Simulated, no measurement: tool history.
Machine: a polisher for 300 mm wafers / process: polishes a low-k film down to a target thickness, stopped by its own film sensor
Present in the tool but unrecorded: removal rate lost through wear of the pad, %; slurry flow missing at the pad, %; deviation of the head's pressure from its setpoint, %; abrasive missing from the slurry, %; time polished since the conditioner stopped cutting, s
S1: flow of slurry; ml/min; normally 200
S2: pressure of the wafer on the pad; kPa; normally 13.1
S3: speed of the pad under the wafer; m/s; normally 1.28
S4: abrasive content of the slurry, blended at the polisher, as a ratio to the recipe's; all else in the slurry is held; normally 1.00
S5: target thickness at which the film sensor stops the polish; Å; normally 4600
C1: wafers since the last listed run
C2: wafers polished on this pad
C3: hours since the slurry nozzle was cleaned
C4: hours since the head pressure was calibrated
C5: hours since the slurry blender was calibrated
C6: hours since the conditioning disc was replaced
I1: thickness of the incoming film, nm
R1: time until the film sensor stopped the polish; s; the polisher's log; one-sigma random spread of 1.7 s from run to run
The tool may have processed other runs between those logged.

Run 1, day 0.000: usual settings; C1 0; C2 1498; C3 495.1; C4 468.4; C5 97.7; C6 407.1; I1 508.2. Result: R1 128.0 s.
Run 2, day 1.221: usual settings; C1 358; C2 1857; C3 524.4; C4 497.7; C5 127.0; C6 436.4; I1 507.0. Result: R1 124.9 s.
Run 3, day 2.508: usual settings; C1 378; C2 2235; C3 555.3; C4 528.6; C5 157.9; C6 467.3; I1 510.7. Result: R1 137.9 s.
Run 4, day 3.533: usual settings; C1 301; C2 2536; C3 579.9; C4 553.2; C5 182.5; C6 491.9; I1 505.2. Result: R1 121.7 s.
At day 4.021: worn pad replaced by a new one.
Run 5, day 4.279: usual settings but S3 1.38 m/s, S4 0.85; C1 170; C2 75; C3 597.8; C4 571.1; C5 200.4; C6 509.8; I1 510.1. Result: R1 136.0 s.
At day 4.542: conditioning disc replaced and pad reconditioned.
At day 4.646: slurry blender recalibrated.
Run 6, day 4.938: usual settings but S3 1.38 m/s, S4 0.85; C1 144; C2 220; C3 613.6; C4 586.9; C5 7.0; C6 9.5; I1 510.1. Result: R1 136.7 s.
Run 7, day 5.733: usual settings but S1 255 ml/min, S4 0.85, S5 4460 Å; C1 233; C2 453; C3 632.7; C4 606.0; C5 26.1; C6 28.6; I1 511.6. Result: R1 182.3 s.
Run 8, day 6.325: usual settings but S1 255 ml/min, S2 16.5 kPa, S3 1.06 m/s; C1 173; C2 627; C3 646.9; C4 620.2; C5 40.3; C6 42.8; I1 503.9. Result: R1 102.0 s.
Run 9, day 7.667: usual settings; C1 394; C2 1021; C3 679.1; C4 652.4; C5 72.5; C6 75.0; I1 511.2. Result: R1 139.4 s.
Run 10, day 8.221: usual settings but S1 170 ml/min, S2 15.9 kPa, S3 1.64 m/s, S4 0.80; C1 162; C2 1184; C3 692.4; C4 665.7; C5 85.8; C6 88.3; I1 509.1. Result: R1 100.0 s.
Run 11, day 8.725: usual settings but S2 11.0 kPa, S4 0.85; C1 148; C2 1332; C3 704.5; C4 677.8; C5 97.9; C6 100.4; I1 514.9. Result: R1 185.8 s.
Run 12, day 9.958: usual settings but S4 1.10, S5 4560 Å; C1 362; C2 1694; C3 734.1; C4 707.4; C5 127.5; C6 130.0; I1 513.6. Result: R1 149.8 s.
At day 10.550: slurry nozzle cleaned.
Run 13, day 11.242: usual settings but S1 265 ml/min, S4 0.90; C1 364; C2 2059; C3 16.6; C4 738.2; C5 158.3; C6 160.8; I1 500.8. Result: R1 102.8 s.
Run 14, day 12.358: usual settings but S2 9.7 kPa, S4 0.90; C1 327; C2 2387; C3 43.4; C4 765.0; C5 185.1; C6 187.6; I1 511.5. Result: R1 187.7 s.
At day 12.883: worn pad replaced by a new one, of another model than before.
At day 13.183: slurry blender recalibrated.
Run 15, day 13.838: usual settings; C1 361; C2 255; C3 78.9; C4 800.5; C5 15.7; C6 223.1; I1 513.2. Result: R1 139.0 s.
Run 16, day 14.354: usual settings; C1 151; C2 407; C3 91.3; C4 812.9; C5 28.1; C6 235.5; I1 509.9. Result: R1 131.5 s.
Run 17, day 15.000: usual settings but S1 170 ml/min, S4 1.25, S5 4540 Å; C1 189; C2 597; C3 106.8; C4 828.4; C5 43.6; C6 251.0; I1 504.9. Result: R1 126.5 s.
Run 18, day 16.488: usual settings but S2 15.2 kPa, S5 4670 Å; C1 436; C2 1034; C3 142.5; C4 864.1; C5 79.3; C6 286.7; I1 502.6. Result: R1 88.4 s.
Run 19, day 17.104: usual settings but S1 145 ml/min, S2 9.7 kPa, S4 1.10, S5 4740 Å; C1 181; C2 1215; C3 157.3; C4 878.9; C5 94.1; C6 301.5; I1 512.8. Result: R1 134.2 s.
At day 17.596: head pressure recalibrated.
Run 20, day 18.333: usual settings but S2 16.5 kPa, S3 1.02 m/s, S4 0.85, S5 4460 Å; C1 336; C2 1551; C3 186.8; C4 17.7; C5 123.6; C6 331.0; I1 514.0. Result: R1 192.4 s.
Run 21, day 19.396: usual settings; C1 312; C2 1863; C3 212.3; C4 43.2; C5 149.1; C6 356.5; I1 508.6. Result: R1 136.5 s.
Run 22, day 20.525: usual settings but S1 220 ml/min, S2 14.5 kPa; C1 331; C2 2195; C3 239.4; C4 70.3; C5 176.2; C6 383.6; I1 520.6. Result: R1 153.7 s.
At day 21.425: slurry blender recalibrated.
Run 23, day 21.492: usual settings but S1 165 ml/min, S4 0.80; C1 259; C2 2455; C3 262.6; C4 93.5; C5 1.6; C6 406.8; I1 505.1. Result: R1 150.6 s.
At day 21.829: worn pad replaced by a new one.
Run 24, day 22.933: usual settings but S3 1.46 m/s; C1 374; C2 324; C3 297.2; C4 128.1; C5 36.2; C6 441.4; I1 509.7. Result: R1 132.8 s.
Run 25, day 25.529: usual settings but S2 9.0 kPa, S4 0.75; C1 762; C2 1086; C3 359.5; C4 190.4; C5 98.5; C6 503.7; I1 509.9. Result: R1 202.8 s.
Run 26, day 26.629: usual settings but S4 1.20; C1 323; C2 1409; C3 385.9; C4 216.8; C5 124.9; C6 530.1; I1 513.8. Result: R1 144.4 s.

What differs in the tool's unlogged condition from the final listed run ahead of each entry between runs to the first listed run following it?
From run 4 to run 5: worn pad replaced by a new one (day 4.021)
  slurry flow missing at the pad, %: 39.9 -> 40.2
  difference, measured minus the result without the unlogged condition, R1: +8.0 -> +9.0 s
From run 5 to run 6: conditioning disc replaced and pad reconditioned (day 4.542); slurry blender recalibrated (day 4.646)
  slurry flow missing at the pad, %: 40.2 -> 40.4
  difference, measured minus the result without the unlogged condition, R1: +9.0 -> +9.2 s
From run 12 to run 13: slurry nozzle cleaned (day 10.550)
  slurry flow missing at the pad, %: 41.6 -> 9.78
  difference, measured minus the result without the unlogged condition, R1: +10.5 -> +0.9 s
From run 14 to run 15: worn pad replaced by a new one, of another model than before (day 12.883); slurry blender recalibrated (day 13.183)
  slurry flow missing at the pad, %: 14 -> 18.9
  difference, measured minus the result without the unlogged condition, R1: +3.3 -> +6.0 s
From run 19 to run 20: head pressure recalibrated (day 17.596)
  slurry flow missing at the pad, %: 27.5 -> 30.1
  difference, measured minus the result without the unlogged condition, R1: +14.4 -> +15.9 s
From run 22 to run 23: slurry blender recalibrated (day 21.425)
  slurry flow missing at the pad, %: 33.9 -> 35.3
  difference, measured minus the result without the unlogged condition, R1: +13.8 -> +20.4 s
From run 23 to run 24: worn pad replaced by a new one (day 21.829)
  slurry flow missing at the pad, %: 35.3 -> 37.2
  difference, measured minus the result without the unlogged condition, R1: +20.4 -> +15.7 s

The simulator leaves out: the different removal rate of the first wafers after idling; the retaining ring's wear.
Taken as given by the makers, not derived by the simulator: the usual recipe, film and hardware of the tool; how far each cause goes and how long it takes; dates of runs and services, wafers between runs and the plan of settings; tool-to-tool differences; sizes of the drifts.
